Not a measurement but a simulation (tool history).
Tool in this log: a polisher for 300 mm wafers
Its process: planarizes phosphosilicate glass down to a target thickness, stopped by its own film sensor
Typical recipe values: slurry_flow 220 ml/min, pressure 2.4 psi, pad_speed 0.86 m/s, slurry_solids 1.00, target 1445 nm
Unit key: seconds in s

run	hour	slurry_flow	pressure	pad_speed	slurry_solids	target	incoming thickness of the incoming film, nm	seconds
1	0.0	220	2.2	0.86	1.00	1445	2012.4	88.1
# hour 44.8: conditioning disc replaced and pad reconditioned
2	68.8	220	2.2	0.86	1.00	1445	2031.6	92.2
# hour 94.2: worn pad replaced by a new one
# hour 103.6: slurry blender recalibrated
3	118.4	220	2.4	0.86	1.00	1445	2052.6	88.2
4	145.4	220	2.4	0.86	1.00	1445	2042.9	87.5
5	195.1	220	2.4	0.86	1.00	1445	2058.7	89.1
# hour 208.4: conditioning disc replaced and pad reconditioned
# hour 262.2: worn pad replaced by a new one
6	266.8	220	2.4	0.86	1.00	1445	2048.1	86.9
# hour 296.5: slurry blender recalibrated
7	326.4	220	2.4	0.86	1.00	1445	2043.1	87.6
8	352.5	220	2.4	0.86	1.00	1445	2024.7	84.5
# hour 377.4: conditioning disc replaced and pad reconditioned
# hour 394.8: slurry nozzle cleaned
9	395.3	220	2.4	0.86	0.70	1579	2028.3	81.0
# hour 446.9: worn pad replaced by a new one
10	461.2	150	2.4	0.62	1.00	1445	2009.6	109.9
# hour 479.3: slurry blender recalibrated
# hour 544.0: conditioning disc replaced and pad reconditioned
11	599.4	220	2.4	0.86	1.00	1445	2011.6	84.9
12	638.9	220	2.9	0.86	1.25	1445	2029.0	67.0
# hour 651.2: worn pad replaced by a new one
# hour 665.0: head pressure recalibrated
13	666.1	220	3.1	0.86	1.00	1362	2025.7	80.2
# hour 711.5: slurry blender recalibrated
# hour 716.4: conditioning disc replaced and pad reconditioned
14	735.3	220	2.4	0.86	1.15	1445	2020.6	79.7
15	771.4	220	2.4	0.86	1.00	1345	2029.1	100.2
# hour 819.6: worn pad replaced by a new one
16	896.5	220	2.4	0.86	1.00	1445	2023.6	86.2

Predict each of these 4 candidate next runs independently; none follows another, all start after run 16:
A	897.0	220	2.4	0.86	1.00	1445	2024.4	?
B	897.0	220	2.9	0.86	0.90	1308	2024.4	?
C	897.0	200	2.4	0.86	1.00	1445	2024.4	?
D	897.0	220	2.4	0.86	1.00	1524	2024.4	?

run	seconds
A	85.9
B	97.3
C	86.6
D	74.1
Had the tool no hidden state, the same runs would have come out as:
run	seconds
A	85.9
B	97.3
C	86.6
D	74.1

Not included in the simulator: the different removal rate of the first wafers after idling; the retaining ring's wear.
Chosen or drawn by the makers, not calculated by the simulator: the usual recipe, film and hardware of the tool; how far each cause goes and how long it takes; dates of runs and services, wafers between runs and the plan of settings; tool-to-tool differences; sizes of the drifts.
